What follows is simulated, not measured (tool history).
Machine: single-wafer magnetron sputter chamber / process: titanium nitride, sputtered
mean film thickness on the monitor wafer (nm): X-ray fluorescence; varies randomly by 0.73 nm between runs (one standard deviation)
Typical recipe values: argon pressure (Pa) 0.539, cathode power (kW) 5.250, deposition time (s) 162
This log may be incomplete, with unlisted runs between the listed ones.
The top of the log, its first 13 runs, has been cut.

run,day,argon pressure (Pa),cathode power (kW),deposition time (s),"read-back reference wafer on the same gauge, thickness_nm",mean film thickness on the monitor wafer (nm)
# day 33.512: capacitance manometer re-zeroed and calibrated
14,35.658,0.539,5.250,143,153.163,119.019
15,38.175,0.477,4.700,147,152.979,112.912
# day 40.221: sputter target and shields replaced
16,40.242,0.539,4.150,130,152.917,86.004
17,42.667,0.658,6.550,177,153.042,173.586
18,45.379,0.437,6.200,154,153.063,158.847
19,48.992,0.419,3.950,189,153.082,125.892
20,51.588,0.539,5.250,146,152.799,120.994
21,53.325,0.444,5.250,162,152.983,139.360
22,56.038,0.539,5.250,162,152.907,132.748
# day 57.692: gauge calibrated
# day 58.112: sputter target and shields replaced
23,58.888,0.343,4.300,162,153.051,120.618
24,60.746,0.539,5.250,143,152.744,117.816
25,62.188,0.539,5.250,162,152.898,133.124
26,63.921,0.539,5.250,143,153.081,116.047
27,66.446,0.539,4.600,162,152.970,116.567
28,67.892,0.652,5.800,151,152.856,127.882
29,70.688,0.708,5.250,185,152.963,138.296
30,71.867,0.539,5.250,162,153.105,131.646
# day 74.808: sputter target and shields replaced
31,74.829,0.539,4.800,178,153.202,132.447
32,75.850,0.658,6.550,162,153.125,155.207
33,78.338,0.539,6.550,181,153.018,183.730
34,79.671,0.385,5.250,187,152.995,165.559

What if the next run were any one of these 4? Each begins from the tool's condition after run 34:
A,79.688,0.539,5.250,162,?,?
B,79.688,0.389,6.100,136,?,?
C,79.688,0.539,5.250,134,?,?
D,79.688,0.699,6.200,142,?,?

run,"read-back reference wafer on the same gauge, thickness_nm",mean film thickness on the monitor wafer (nm)
A,153.033,132.272
B,153.033,140.266
C,153.033,109.410
D,153.033,125.612
What these runs would have given with no unlogged condition in the tool:
run,mean film thickness on the monitor wafer (nm)
A,137.135
B,143.640
C,113.433
D,131.845

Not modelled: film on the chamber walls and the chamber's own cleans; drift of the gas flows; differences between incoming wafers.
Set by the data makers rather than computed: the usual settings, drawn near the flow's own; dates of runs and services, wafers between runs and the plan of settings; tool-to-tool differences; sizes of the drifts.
